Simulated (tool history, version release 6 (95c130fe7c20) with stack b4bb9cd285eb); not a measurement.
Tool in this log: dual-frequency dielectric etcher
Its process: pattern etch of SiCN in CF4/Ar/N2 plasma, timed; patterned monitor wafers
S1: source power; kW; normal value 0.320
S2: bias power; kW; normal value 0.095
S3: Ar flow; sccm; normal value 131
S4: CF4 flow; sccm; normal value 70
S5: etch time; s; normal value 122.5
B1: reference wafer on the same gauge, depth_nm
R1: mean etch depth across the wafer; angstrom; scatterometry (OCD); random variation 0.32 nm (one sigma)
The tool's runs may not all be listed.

run 1 hour=0.0 | S1=0.320 S2=0.078 S3=131 S4=70 S5=122.5 | B1=90.8 | R1=714
run 2 hour=22.1 | S1=0.320 S2=0.080 S3=131 S4=74 S5=122.5 | B1=90.8 | R1=732
run 3 hour=49.5 | S1=0.320 S2=0.080 S3=131 S4=74 S5=122.5 | B1=90.8 | R1=732
run 4 hour=82.3 | S1=0.320 S2=0.095 S3=131 S4=62 S5=122.5 | B1=90.9 | R1=777
-- hour=101.2 bias power generator calibrated
run 5 hour=101.7 | S1=0.280 S2=0.095 S3=131 S4=78 S5=122.5 | B1=90.9 | R1=735
run 6 hour=117.5 | S1=0.280 S2=0.095 S3=131 S4=78 S5=122.5 | B1=90.9 | R1=728
run 7 hour=133.6 | S1=0.280 S2=0.095 S3=131 S4=78 S5=122.5 | B1=90.8 | R1=729
-- hour=163.2 CF4 flow controller replaced
run 8 hour=163.7 | S1=0.320 S2=0.095 S3=131 S4=70 S5=122.5 | B1=90.7 | R1=784
run 9 hour=178.4 | S1=0.320 S2=0.095 S3=131 S4=70 S5=122.5 | B1=90.8 | R1=779
-- hour=216.2 wet clean of the chamber
run 10 hour=216.7 | S1=0.320 S2=0.095 S3=131 S4=85 S5=122.5 | B1=90.8 | R1=835
run 11 hour=231.8 | S1=0.320 S2=0.095 S3=115 S4=76 S5=122.5 | B1=90.9 | R1=829
-- hour=269.2 upper electrode replaced, of another model than before
run 12 hour=269.7 | S1=0.250 S2=0.095 S3=131 S4=70 S5=146.5 | B1=90.9 | R1=701
run 13 hour=270.0 | S1=0.320 S2=0.095 S3=131 S4=84 S5=122.5 | B1=90.7 | R1=816
run 14 hour=277.9 | S1=0.320 S2=0.095 S3=160 S4=70 S5=122.5 | B1=90.8 | R1=782
run 15 hour=295.5 | S1=0.320 S2=0.086 S3=131 S4=70 S5=122.5 | B1=90.7 | R1=745
-- hour=319.2 source power generator calibrated
-- hour=334.6 Ar flow controller replaced
run 16 hour=355.8 | S1=0.280 S2=0.095 S3=131 S4=70 S5=122.5 | B1=90.8 | R1=672
-- hour=372.8 gauge calibrated
run 17 hour=383.7 | S1=0.320 S2=0.095 S3=131 S4=70 S5=122.5 | B1=90.8 | R1=788
run 18 hour=406.1 | S1=0.400 S2=0.095 S3=131 S4=70 S5=122.5 | B1=90.9 | R1=1012
run 19 hour=420.0 | S1=0.350 S2=0.095 S3=131 S4=70 S5=139.5 | B1=90.8 | R1=992
run 20 hour=474.9 | S1=0.320 S2=0.073 S3=148 S4=70 S5=97.0 | B1=90.7 | R1=488
run 21 hour=509.1 | S1=0.250 S2=0.095 S3=114 S4=59 S5=103.5 | B1=90.8 | R1=475
run 22 hour=528.0 | S1=0.320 S2=0.095 S3=131 S4=70 S5=122.5 | B1=90.7 | R1=774

Below are 3 alternative next runs, each starting from the tool's condition after run 22. Predict each:
run A hour=528.5 | S1=0.320 S2=0.102 S3=131 S4=70 S5=122.5 | B1=? | R1=?
run B hour=528.5 | S1=0.320 S2=0.095 S3=118 S4=70 S5=122.5 | B1=? | R1=?
run C hour=528.5 | S1=0.400 S2=0.095 S3=160 S4=70 S5=149.0 | B1=? | R1=?

run=A B1=90.9 R1=812
run=B B1=90.9 R1=781
run=C B1=90.9 R1=1181
With the hidden condition removed and each run's random variation left untouched, the same runs would have given:
run=A R1=848
run=B R1=816
run=C R1=1233
